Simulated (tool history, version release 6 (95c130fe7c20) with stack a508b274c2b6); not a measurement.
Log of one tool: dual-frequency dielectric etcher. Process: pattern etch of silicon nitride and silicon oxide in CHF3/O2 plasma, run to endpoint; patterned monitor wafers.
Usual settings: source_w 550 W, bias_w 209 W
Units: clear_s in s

run   hour  source_w  bias_w  incoming incoming film thickness, nm  clear_s
  1      0       550     240                                 150.1     93.4
  2   23.8       470     209                                 152.4    107.3
  3   48.8       470     209                                 152.4    107.1
  4   63.5       470     209                                 152.7    107.6
  5   94.5       550     194                                 152.1      102
  6  113.1       550     194                                 151.9    102.4
  7  139.8       630     241                                 152.4     89.8
  8  156.9       630     241                                 150.3     88.6
  9  179.8       630     241                                 153.1     90.4
 10    212       550     209                                 150.5     99.5
 11  230.1       550     209                                 151.8    100.5
 12  248.8       550     209                                 152.5    100.4
     260.9  -- source power generator calibrated
 13  276.1       550     209                                 153.8      100
 14  300.2       550     209                                 152.5     98.7
 15  332.1       500     164                                 153.4    112.5
     366.5  -- wet clean of the chamber
 16    367       550     209                                 151.1     94.8
     402.3  -- upper electrode replaced
 17  402.8       550     161                                 151.9    104.2
 18  409.9       420     209                                 152.9    110.7
     437.6  -- bias power generator calibrated
 19  438.1       550     209                                 152.7     96.5
 20  471.5       550     209                                 152.2     96.7
 21  502.7       420     181                                 152.8    116.2
 22    567       550     176                                 151.2    102.2
 23  584.4       610     186                                 151.7     95.7
 24  613.4       650     194                                 152.7     92.7
 25  643.7       600     183                                 151.9     97.5
 26  669.5       550     209                                 150.9     97.5
 27  685.7       550     209                                   152     98.3
 28  731.7       480     159                                 152.3    114.1

5 ways to go on from here, each from the tool as it stands after run 28. What would each give?
  A  732.2       550     233                                 153.1        ?
  B  732.2       610     243                                 153.1        ?
  C  732.2       420     195                                 153.1        ?
  D  732.2       410     195                                 153.1        ?
  E  732.2       460     209                                 153.1        ?

run  clear_s
  A     95.2
  B     89.5
  C    115.1
  D    116.5
  E    107.5
Without the tool's hidden state the same runs would have given:
run  clear_s
  A     93.1
  B     87.5
  C    112.5
  D    113.9
  E    105.1
